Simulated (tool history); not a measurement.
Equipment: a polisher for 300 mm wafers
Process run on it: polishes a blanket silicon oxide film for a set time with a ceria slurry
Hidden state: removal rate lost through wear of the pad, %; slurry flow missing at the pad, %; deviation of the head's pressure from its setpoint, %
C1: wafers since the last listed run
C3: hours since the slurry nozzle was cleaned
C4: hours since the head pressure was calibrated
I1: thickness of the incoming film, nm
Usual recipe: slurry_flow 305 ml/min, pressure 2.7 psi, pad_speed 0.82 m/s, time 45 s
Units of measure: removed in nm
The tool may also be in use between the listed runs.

{"run": 1, "day": 0.0, "slurry_flow": 305, "pressure": 2.7, "pad_speed": 0.82, "time": 45, "C1": 0, "wafers polished on this pad": 777, "C3": 137.7, "C4": 337.6, "I1": 751.7, "removed": 127.6}
{"run": 2, "day": 2.833, "slurry_flow": 305, "pressure": 2.2, "pad_speed": 0.82, "time": 45, "C1": 770, "wafers polished on this pad": 1548, "C3": 205.7, "C4": 405.6, "I1": 748.4, "removed": 99.6}
{"run": 3, "day": 4.121, "slurry_flow": 305, "pressure": 2.2, "pad_speed": 0.82, "time": 45, "C1": 350, "wafers polished on this pad": 1898, "C3": 236.6, "C4": 436.5, "I1": 757.6, "removed": 96.4}
{"day": 4.5, "done": "worn pad replaced by a new one"}
{"run": 4, "day": 4.867, "slurry_flow": 305, "pressure": 2.2, "pad_speed": 0.82, "time": 45, "C1": 157, "wafers polished on this pad": 100, "C3": 254.5, "C4": 454.4, "I1": 752.5, "removed": 108.0}
{"run": 5, "day": 5.812, "slurry_flow": 305, "pressure": 2.7, "pad_speed": 0.82, "time": 53, "C1": 257, "wafers polished on this pad": 357, "C3": 277.2, "C4": 477.1, "I1": 747.2, "removed": 156.0}
{"run": 6, "day": 6.529, "slurry_flow": 305, "pressure": 2.7, "pad_speed": 0.82, "time": 53, "C1": 194, "wafers polished on this pad": 552, "C3": 294.4, "C4": 494.3, "I1": 750.9, "removed": 155.6}
{"run": 7, "day": 7.075, "slurry_flow": 305, "pressure": 2.7, "pad_speed": 0.82, "time": 53, "C1": 148, "wafers polished on this pad": 700, "C3": 307.5, "C4": 507.4, "I1": 750.4, "removed": 149.6}
{"run": 8, "day": 8.204, "slurry_flow": 305, "pressure": 3.3, "pad_speed": 0.82, "time": 45, "C1": 307, "wafers polished on this pad": 1008, "C3": 334.6, "C4": 534.5, "I1": 739.0, "removed": 153.8}
{"run": 9, "day": 9.696, "slurry_flow": 305, "pressure": 3.3, "pad_speed": 0.82, "time": 45, "C1": 405, "wafers polished on this pad": 1413, "C3": 370.4, "C4": 570.3, "I1": 750.3, "removed": 150.6}
{"day": 10.983, "done": "worn pad replaced by a new one"}
{"run": 10, "day": 11.65, "slurry_flow": 305, "pressure": 3.3, "pad_speed": 0.82, "time": 45, "C1": 486, "wafers polished on this pad": 181, "C3": 417.3, "C4": 617.2, "I1": 745.1, "removed": 163.1}
{"run": 11, "day": 13.833, "slurry_flow": 305, "pressure": 2.7, "pad_speed": 0.82, "time": 45, "C1": 594, "wafers polished on this pad": 775, "C3": 469.7, "C4": 669.6, "I1": 759.5, "removed": 128.0}
{"run": 12, "day": 14.371, "slurry_flow": 305, "pressure": 2.7, "pad_speed": 0.82, "time": 45, "C1": 146, "wafers polished on this pad": 922, "C3": 482.6, "C4": 682.5, "I1": 739.7, "removed": 127.5}
{"run": 13, "day": 15.7, "slurry_flow": 305, "pressure": 2.7, "pad_speed": 0.82, "time": 45, "C1": 361, "wafers polished on this pad": 1283, "C3": 514.5, "C4": 714.4, "I1": 752.9, "removed": 124.4}
{"run": 14, "day": 17.171, "slurry_flow": 305, "pressure": 2.7, "pad_speed": 0.82, "time": 45, "C1": 400, "wafers polished on this pad": 1683, "C3": 549.8, "C4": 749.7, "I1": 743.1, "removed": 120.9}
{"day": 18.442, "done": "worn pad replaced by a new one"}
{"run": 15, "day": 18.462, "slurry_flow": 305, "pressure": 2.7, "pad_speed": 0.82, "time": 45, "C1": 306, "wafers polished on this pad": 5, "C3": 580.8, "C4": 780.7, "I1": 761.0, "removed": 139.7}
{"run": 16, "day": 19.475, "slurry_flow": 305, "pressure": 2.7, "pad_speed": 0.82, "time": 45, "C1": 275, "wafers polished on this pad": 280, "C3": 605.1, "C4": 805.0, "I1": 758.4, "removed": 132.7}
{"run": 17, "day": 20.825, "slurry_flow": 305, "pressure": 2.7, "pad_speed": 0.82, "time": 45, "C1": 367, "wafers polished on this pad": 648, "C3": 637.5, "C4": 837.4, "I1": 760.1, "removed": 134.5}
{"day": 21.712, "done": "slurry nozzle cleaned"}
{"day": 21.833, "done": "head pressure recalibrated"}
{"run": 18, "day": 22.175, "slurry_flow": 340, "pressure": 3.5, "pad_speed": 0.64, "time": 31, "C1": 333, "wafers polished on this pad": 981, "C3": 11.1, "C4": 8.2, "I1": 747.1, "removed": 90.7}
{"run": 19, "day": 22.738, "slurry_flow": 305, "pressure": 2.7, "pad_speed": 0.62, "time": 33, "C1": 153, "wafers polished on this pad": 1134, "C3": 24.6, "C4": 21.7, "I1": 755.1, "removed": 70.0}
{"run": 20, "day": 23.812, "slurry_flow": 305, "pressure": 2.7, "pad_speed": 0.82, "time": 45, "C1": 292, "wafers polished on this pad": 1427, "C3": 50.4, "C4": 47.5, "I1": 749.7, "removed": 126.1}
{"day": 25.146, "done": "worn pad replaced by a new one"}
{"run": 21, "day": 25.3, "slurry_flow": 305, "pressure": 3.0, "pad_speed": 0.82, "time": 45, "C1": 359, "wafers polished on this pad": 41, "C3": 86.1, "C4": 83.2, "I1": 748.7, "removed": 151.7}
{"run": 22, "day": 25.883, "slurry_flow": 305, "pressure": 3.3, "pad_speed": 0.82, "time": 45, "C1": 158, "wafers polished on this pad": 200, "C3": 100.1, "C4": 97.2, "I1": 740.6, "removed": 167.3}
{"run": 23, "day": 26.4, "slurry_flow": 350, "pressure": 3.5, "pad_speed": 0.82, "time": 52, "C1": 140, "wafers polished on this pad": 341, "C3": 112.5, "C4": 109.6, "I1": 751.5, "removed": 204.8}
{"run": 24, "day": 27.35, "slurry_flow": 305, "pressure": 3.4, "pad_speed": 0.82, "time": 45, "C1": 258, "wafers polished on this pad": 599, "C3": 135.3, "C4": 132.4, "I1": 756.0, "removed": 168.3}
{"run": 25, "day": 28.046, "slurry_flow": 350, "pressure": 2.7, "pad_speed": 0.82, "time": 45, "C1": 189, "wafers polished on this pad": 788, "C3": 152.0, "C4": 149.1, "I1": 745.5, "removed": 133.8}
{"run": 26, "day": 29.146, "slurry_flow": 305, "pressure": 2.7, "pad_speed": 0.82, "time": 45, "C1": 299, "wafers polished on this pad": 1088, "C3": 178.4, "C4": 175.5, "I1": 746.7, "removed": 129.6}
{"run": 27, "day": 30.158, "slurry_flow": 355, "pressure": 2.1, "pad_speed": 0.96, "time": 41, "C1": 275, "wafers polished on this pad": 1363, "C3": 202.7, "C4": 199.8, "I1": 747.9, "removed": 104.8}
{"run": 28, "day": 31.179, "slurry_flow": 305, "pressure": 1.8, "pad_speed": 0.82, "time": 45, "C1": 277, "wafers polished on this pad": 1641, "C3": 227.2, "C4": 224.3, "I1": 751.5, "removed": 81.1}
{"run": 29, "day": 31.808, "slurry_flow": 305, "pressure": 3.1, "pad_speed": 1.02, "time": 35, "C1": 171, "wafers polished on this pad": 1812, "C3": 242.3, "C4": 239.4, "I1": 755.4, "removed": 133.4}
{"day": 32.258, "done": "worn pad replaced by a new one"}
{"run": 30, "day": 32.671, "slurry_flow": 345, "pressure": 1.9, "pad_speed": 0.82, "time": 45, "C1": 189, "wafers polished on this pad": 112, "C3": 263.0, "C4": 260.1, "I1": 738.5, "removed": 97.1}

Here are 3 independent what-if runs from the current tool condition. What would each one return?
{"run": "A", "day": 32.688, "slurry_flow": 305, "pressure": 2.7, "pad_speed": 0.82, "time": 45, "C1": 4, "wafers polished on this pad": 117, "C3": 263.4, "C4": 260.5, "I1": 753.3, "removed": "?"}
{"run": "B", "day": 32.688, "slurry_flow": 305, "pressure": 2.7, "pad_speed": 0.62, "time": 45, "C1": 4, "wafers polished on this pad": 117, "C3": 263.4, "C4": 260.5, "I1": 753.3, "removed": "?"}
{"run": "C", "day": 32.688, "slurry_flow": 355, "pressure": 2.7, "pad_speed": 0.56, "time": 45, "C1": 4, "wafers polished on this pad": 117, "C3": 263.4, "C4": 260.5, "I1": 753.3, "removed": "?"}

run=A removed=133.3
run=B removed=100.8
run=C removed=92.3
With the hidden condition removed and each run's random variation left untouched, the same runs would have given:
run=A removed=135.1
run=B removed=102.1
run=C removed=93.5
